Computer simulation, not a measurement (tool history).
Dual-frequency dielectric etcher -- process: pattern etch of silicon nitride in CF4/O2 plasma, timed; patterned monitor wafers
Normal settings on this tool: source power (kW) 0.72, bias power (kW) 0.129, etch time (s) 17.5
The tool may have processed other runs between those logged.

| run | hour | source power (kW) | bias power (kW) | etch time (s) | read-back reference wafer on the same gauge, depth_nm | mean etch depth across the wafer (Å) |
|---|---|---|---|---|---|---|
| 1 | 0 | 0.72 | 0.129 | 17.5 | 39.41 | 417.5 |
| 2 | 76.1 | 0.72 | 0.129 | 17.5 | 39.37 | 420 |
|  | 145.5 | upper electrode replaced |
| 3 | 146 | 0.85 | 0.121 | 17.5 | 39.38 | 478.5 |
| 4 | 181 | 0.85 | 0.121 | 17.5 | 39.36 | 480.2 |
| 5 | 247.5 | 0.72 | 0.129 | 17.5 | 39.33 | 419.8 |
| 6 | 334.4 | 0.72 | 0.116 | 17.5 | 39.33 | 399.8 |
| 7 | 410.4 | 0.63 | 0.141 | 17.5 | 39.36 | 379.7 |
| 8 | 501.5 | 0.72 | 0.129 | 17.5 | 39.38 | 420.4 |
|  | 534.1 | wet clean of the chamber |
| 9 | 562.3 | 0.78 | 0.116 | 22 | 39.4 | 543.9 |
| 10 | 620.9 | 0.72 | 0.129 | 17.5 | 39.28 | 419.2 |
|  | 690.4 | bias power generator calibrated |
| 11 | 858.4 | 0.72 | 0.129 | 17.5 | 39.34 | 416.5 |
| 12 | 945.4 | 0.72 | 0.129 | 17.5 | 39.32 | 415.3 |
| 13 | 993.7 | 0.72 | 0.153 | 17.5 | 39.39 | 447.1 |
| 14 | 1080.7 | 0.88 | 0.143 | 17.5 | 39.4 | 530.4 |
| 15 | 1122.4 | 0.72 | 0.157 | 13 | 39.22 | 337.5 |
| 16 | 1202.2 | 0.82 | 0.11 | 22 | 39.36 | 555.2 |
| 17 | 1284.3 | 0.79 | 0.106 | 22 | 39.26 | 525.3 |
|  | 1359.9 | wet clean of the chamber |
| 18 | 1364.5 | 0.72 | 0.129 | 17.5 | 39.2 | 415.1 |
| 19 | 1407.1 | 0.77 | 0.129 | 13 | 39.19 | 331.2 |
| 20 | 1503.1 | 0.72 | 0.118 | 17.5 | 39.18 | 401.6 |
| 21 | 1590.2 | 0.61 | 0.109 | 13 | 39.2 | 244 |
| 22 | 1875.3 | 0.63 | 0.129 | 22 | 39.07 | 457.5 |
| 23 | 1959.3 | 0.85 | 0.129 | 17.5 | 38.99 | 487 |
| 24 | 2060.4 | 0.64 | 0.139 | 16 | 39.15 | 346.3 |
| 25 | 2132.2 | 0.88 | 0.129 | 17.5 | 38.96 | 506.6 |
| 26 | 2172.7 | 0.77 | 0.129 | 13 | 38.98 | 328.4 |
|  | 2266.7 | source power generator calibrated |
| 27 | 2276.4 | 0.72 | 0.129 | 17.5 | 38.95 | 413.2 |
|  | 2304.7 | wet clean of the chamber |
| 28 | 2357.7 | 0.84 | 0.141 | 17.5 | 39.07 | 497 |
| 29 | 2643.4 | 0.72 | 0.129 | 17.5 | 38.92 | 410.9 |
|  | 2693.6 | upper electrode replaced |
| 30 | 2736.6 | 0.58 | 0.129 | 19 | 38.85 | 360 |

Each run again, without the hidden state but with its own random variation kept:
The hidden state here: etch rate over this chamber's usual, %; source power that arrives over what is set, %; bias power that arrives over what is set, %; gauge reads high (%).
| run | mean etch depth across the wafer (Å) |
|---|---|
| 1 | 416.6 |
| 2 | 419.1 |
| 3 | 477.5 |
| 4 | 479.2 |
| 5 | 418.9 |
| 6 | 399.1 |
| 7 | 379 |
| 8 | 419.7 |
| 9 | 543.2 |
| 10 | 418.7 |
| 11 | 416.3 |
| 12 | 415.3 |
| 13 | 447.1 |
| 14 | 530.6 |
| 15 | 337.7 |
| 16 | 555.7 |
| 17 | 526 |
| 18 | 415.8 |
| 19 | 331.8 |
| 20 | 402.5 |
| 21 | 244.7 |
| 22 | 459.6 |
| 23 | 489.5 |
| 24 | 348.4 |
| 25 | 509.9 |
| 26 | 330.7 |
| 27 | 416.4 |
| 28 | 501.2 |
| 29 | 415.4 |
| 30 | 364.2 |
